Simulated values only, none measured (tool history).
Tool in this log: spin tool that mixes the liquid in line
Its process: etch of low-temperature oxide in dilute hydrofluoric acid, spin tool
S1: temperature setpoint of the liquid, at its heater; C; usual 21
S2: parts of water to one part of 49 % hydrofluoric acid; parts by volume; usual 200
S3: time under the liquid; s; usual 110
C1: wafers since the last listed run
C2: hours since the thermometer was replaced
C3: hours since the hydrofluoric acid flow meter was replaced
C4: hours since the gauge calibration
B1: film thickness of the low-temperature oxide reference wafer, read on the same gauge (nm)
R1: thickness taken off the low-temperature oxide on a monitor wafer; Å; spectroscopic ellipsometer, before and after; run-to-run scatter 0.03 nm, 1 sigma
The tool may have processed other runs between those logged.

run 1 hour=0 | S1=19 S2=200 S3=110 | C1=0 C2=715.4 C3=1106.5 C4=1073.5 | B1=99.98 | R1=84.2
run 2 hour=48.4 | S1=21 S2=230 S3=145 | C1=311 C2=763.8 C3=1154.9 C4=1121.9 | B1=99.99 | R1=101.6
run 3 hour=90.2 | S1=21 S2=230 S3=145 | C1=268 C2=805.6 C3=1196.7 C4=1163.7 | B1=100.01 | R1=101.7
run 4 hour=114.6 | S1=21 S2=230 S3=145 | C1=156 C2=830 C3=1221.1 C4=1188.1 | B1=100.01 | R1=102
run 5 hour=172 | S1=21 S2=200 S3=110 | C1=369 C2=887.4 C3=1278.5 C4=1245.5 | B1=99.99 | R1=91
run 6 hour=220 | S1=21 S2=200 S3=110 | C1=308 C2=935.4 C3=1326.5 C4=1293.5 | B1=99.99 | R1=91.1
run 7 hour=279.3 | S1=21 S2=200 S3=110 | C1=381 C2=994.7 C3=1385.8 C4=1352.8 | B1=99.99 | R1=91.4
run 8 hour=314.6 | S1=21 S2=200 S3=110 | C1=227 C2=1030 C3=1421.1 C4=1388.1 | B1=100.01 | R1=91.7
-- hour=323.4 gauge calibrated
run 9 hour=362.9 | S1=21 S2=200 S3=110 | C1=310 C2=1078.3 C3=1469.4 C4=39.5 | B1=100.01 | R1=90.8
-- hour=387.9 thermometer replaced
run 10 hour=389.7 | S1=21 S2=240 S3=110 | C1=165 C2=1.8 C3=1496.2 C4=66.3 | B1=100 | R1=72.9
run 11 hour=429.2 | S1=21 S2=240 S3=110 | C1=254 C2=41.3 C3=1535.7 C4=105.8 | B1=99.97 | R1=72.9
run 12 hour=638.4 | S1=21 S2=200 S3=110 | C1=1345 C2=250.5 C3=1744.9 C4=315 | B1=99.99 | R1=91.6
-- hour=701.2 hydrofluoric acid flow meter replaced
run 13 hour=701.7 | S1=21 S2=200 S3=110 | C1=400 C2=313.8 C3=0.5 C4=378.3 | B1=100 | R1=91.6
run 14 hour=760.9 | S1=21 S2=200 S3=90 | C1=380 C2=373 C3=59.7 C4=437.5 | B1=99.99 | R1=74.6
run 15 hour=820.4 | S1=21 S2=200 S3=110 | C1=382 C2=432.5 C3=119.2 C4=497 | B1=99.98 | R1=91.4
run 16 hour=867.9 | S1=21 S2=200 S3=145 | C1=305 C2=480 C3=166.7 C4=544.5 | B1=99.96 | R1=120.1
run 17 hour=936 | S1=21 S2=200 S3=110 | C1=437 C2=548.1 C3=234.8 C4=612.6 | B1=99.97 | R1=90.6
run 18 hour=995.2 | S1=18 S2=245 S3=135 | C1=380 C2=607.3 C3=294 C4=671.8 | B1=100.01 | R1=78.1
run 19 hour=1035.4 | S1=26 S2=200 S3=110 | C1=258 C2=647.5 C3=334.2 C4=712 | B1=99.98 | R1=109.5
run 20 hour=1076.7 | S1=21 S2=200 S3=55 | C1=265 C2=688.8 C3=375.5 C4=753.3 | B1=100.02 | R1=45.7
run 21 hour=1108.3 | S1=21 S2=200 S3=110 | C1=203 C2=720.4 C3=407.1 C4=784.9 | B1=99.99 | R1=91
run 22 hour=1155 | S1=21 S2=245 S3=110 | C1=300 C2=767.1 C3=453.8 C4=831.6 | B1=100.01 | R1=70.9
run 23 hour=1223.4 | S1=21 S2=260 S3=110 | C1=439 C2=835.5 C3=522.2 C4=900 | B1=100.02 | R1=66.6
run 24 hour=1277.4 | S1=17 S2=120 S3=140 | C1=347 C2=889.5 C3=576.2 C4=954 | B1=100.02 | R1=177.5
run 25 hour=1306.7 | S1=21 S2=200 S3=160 | C1=188 C2=918.8 C3=605.5 C4=983.3 | B1=100.01 | R1=132.7
run 26 hour=1343.4 | S1=21 S2=200 S3=110 | C1=236 C2=955.5 C3=642.2 C4=1020 | B1=100.04 | R1=91.1
run 27 hour=1415.2 | S1=24.5 S2=175 S3=55 | C1=461 C2=1027.3 C3=714 C4=1091.8 | B1=100 | R1=61
run 28 hour=1452.5 | S1=21 S2=200 S3=135 | C1=239 C2=1064.6 C3=751.3 C4=1129.1 | B1=99.98 | R1=111.8
run 29 hour=1501.9 | S1=21 S2=200 S3=110 | C1=317 C2=1114 C3=800.7 C4=1178.5 | B1=99.99 | R1=91
-- hour=1512.9 thermometer replaced
run 30 hour=1562.2 | S1=17 S2=240 S3=110 | C1=381 C2=49.3 C3=861 C4=1238.8 | B1=100 | R1=62.8
run 31 hour=1629.4 | S1=21 S2=200 S3=110 | C1=432 C2=116.5 C3=928.2 C4=1306 | B1=99.99 | R1=91.2
run 32 hour=1695.7 | S1=19 S2=110 S3=175 | C1=426 C2=182.8 C3=994.5 C4=1372.3 | B1=100 | R1=266.3

Alternative continuations, all from the tool just after run 32; predict every row:
run A hour=1696.1 | S1=21 S2=200 S3=65 | C1=2 C2=183.2 C3=994.9 C4=1372.7 | B1=? | R1=?
run B hour=1696.1 | S1=17 S2=150 S3=165 | C1=2 C2=183.2 C3=994.9 C4=1372.7 | B1=? | R1=?
run C hour=1696.1 | S1=21 S2=160 S3=155 | C1=2 C2=183.2 C3=994.9 C4=1372.7 | B1=? | R1=?
run D hour=1696.1 | S1=22.5 S2=165 S3=110 | C1=2 C2=183.2 C3=994.9 C4=1372.7 | B1=? | R1=?

run=A B1=100.03 R1=53.8
run=B B1=100.03 R1=163.4
run=C B1=100.03 R1=167.2
run=D B1=100.03 R1=121.3
Without the tool's hidden state the same runs would have given:
run=A R1=53.8
run=B R1=163.4
run=C R1=167.2
run=D R1=121.3

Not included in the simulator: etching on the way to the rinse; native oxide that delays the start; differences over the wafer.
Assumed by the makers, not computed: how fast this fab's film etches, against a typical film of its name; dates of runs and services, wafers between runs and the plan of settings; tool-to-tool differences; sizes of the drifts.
